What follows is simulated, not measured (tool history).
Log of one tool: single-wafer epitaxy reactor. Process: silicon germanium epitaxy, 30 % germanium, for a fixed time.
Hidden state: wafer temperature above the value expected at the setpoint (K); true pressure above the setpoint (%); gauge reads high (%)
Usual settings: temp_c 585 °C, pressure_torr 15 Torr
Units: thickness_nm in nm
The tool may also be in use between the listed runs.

run     day  temp_c  pressure_torr  wafers since the last listed run  hours since the last pyrometer calibration  hours since the last manometer calibration  hours since the showerhead was replaced  hours since the gauge calibration  read-back reference wafer on the same gauge, thickness_nm  thickness_nm
  1       0     574           13.6                                 0                                      1613.6                                      1975.6                                   4486.9                              417.5                                                      40.19        30.582
  2   2.592     585             15                              1763                                      1675.8                                      2037.8                                   4549.1                              479.7                                                      40.14        39.651
  3   4.046     578           13.2                               989                                      1710.7                                      2072.7                                     4584                              514.6                                                     40.203        33.078
  4   6.829     578           13.2                              1893                                      1777.5                                      2139.5                                   4650.8                              581.4                                                     40.204        33.394
  5     8.5     578           13.2                              1136                                      1817.6                                      2179.6                                   4690.9                              621.5                                                     40.145        33.259
     10.288  -- capacitance manometer re-zeroed and calibrated
  6  11.467     581             15                              1791                                      1888.8                                        28.3                                   4762.1                              692.7                                                     40.182        35.801
  7  13.017     581             15                              1054                                        1926                                        65.5                                   4799.3                              729.9                                                     40.261        35.728
     14.558  -- showerhead replaced
  8  15.954     585             15                              1771                                      1996.5                                         136                                     33.5                              800.4                                                     40.237        38.969
  9  18.617     585             15                              1811                                      2060.4                                       199.9                                     97.4                              864.3                                                     40.214        38.756
 10  20.792     573             15                              1479                                      2112.6                                       252.1                                    149.6                              916.5                                                     40.249        30.142
 11  22.733     573             15                              1321                                      2159.2                                       298.7                                    196.2                              963.1                                                     40.246        30.047
 12  25.604     573             15                              1953                                      2228.1                                       367.6                                    265.1                               1032                                                     40.153         30.09
 13  26.929     578             15                               901                                      2259.9                                       399.4                                    296.9                             1063.8                                                     40.166        33.612
     28.504  -- pyrometer calibrated
 14  28.525     585             15                               859                                         0.5                                       437.7                                    335.2                             1102.1                                                     40.235        39.176
 15  30.304     580             15                              1210                                        43.2                                       480.4                                    377.9                             1144.8                                                     40.214        34.953
 16  32.317     572           18.3                              1369                                        91.5                                       528.7                                    426.2                             1193.1                                                     40.208        30.654
 17  35.083     594           11.3                              1882                                       157.9                                       595.1                                    492.6                             1259.5                                                     40.209        44.865
 18  37.896     593             15                              1913                                       225.4                                       662.6                                    560.1                               1327                                                     40.297        46.056
 19  40.746     579           17.8                              1939                                       293.8                                         731                                    628.5                             1395.4                                                     40.277        35.578
 20  42.942     585             15                              1494                                       346.5                                       783.7                                    681.2                             1448.1                                                     40.204        39.121
 21  45.088     599           17.1                              1460                                         398                                       835.2                                    732.7                             1499.6                                                      40.27        53.997
     45.688  -- gauge calibrated
 22  46.854     597             15                              1202                                       440.4                                       877.6                                    775.1                                 28                                                     40.269        50.325
 23   49.25     594           16.6                              1630                                       497.9                                       935.1                                    832.6                               85.5                                                     40.208        48.542
 24  50.762     576             15                              1029                                       534.2                                       971.4                                    868.9                              121.8                                                     40.201        32.344
 25  53.746     585             15                              2029                                       605.8                                        1043                                    940.5                              193.4                                                     40.154        39.198
 26    55.5     585             15                              1193                                       647.9                                      1085.1                                    982.6                              235.5                                                     40.194        39.405
 27  56.921     585           18.4                               966                                         682                                      1119.2                                   1016.7                              269.6                                                     40.187        41.086
 28  58.229     577           12.4                               890                                       713.4                                      1150.6                                   1048.1                                301                                                     40.276        31.543
 29  59.762     597           11.3                              1043                                       750.2                                      1187.4                                   1084.9                              337.8                                                     40.295        47.969
 30  62.754     589           12.5                              2035                                         822                                      1259.2                                   1156.7                              409.6                                                     40.186        41.202
 31  63.938     581           13.1                               805                                       850.4                                      1287.6                                   1185.1                                438                                                     40.297        34.906
 32  66.379     573           16.1                              1661                                         909                                      1346.2                                   1243.7                              496.6                                                     40.189        30.478
 33  69.054     585           13.7                              1820                                       973.2                                      1410.4                                   1307.9                              560.8                                                     40.147        38.518
 34  71.579     578             16                              1718                                      1033.8                                        1471                                   1368.5                              621.4                                                     40.158        34.097
 35   73.25     576           12.6                              1136                                      1073.9                                      1511.1                                   1408.6                              661.5                                                     40.235        31.351

4 ways to go on from here, each from the tool as it stands after run 35. What would each give?
  A  73.267     596             15                                11                                      1074.3                                      1511.5                                     1409                              661.9                                                          ?             ?
  B  73.267     593           12.1                                11                                      1074.3                                      1511.5                                     1409                              661.9                                                          ?             ?
  C  73.267     585             18                                11                                      1074.3                                      1511.5                                     1409                              661.9                                                          ?             ?
  D  73.267     575           16.4                                11                                      1074.3                                      1511.5                                     1409                              661.9                                                          ?             ?

run  read-back reference wafer on the same gauge, thickness_nm  thickness_nm
  A                                                     40.289        49.449
  B                                                     40.289         44.56
  C                                                     40.289        40.676
  D                                                     40.289        32.045
Without the tool's hidden state the same runs would have given:
run  thickness_nm
  A        48.898
  B        44.063
  C        40.223
  D        31.688
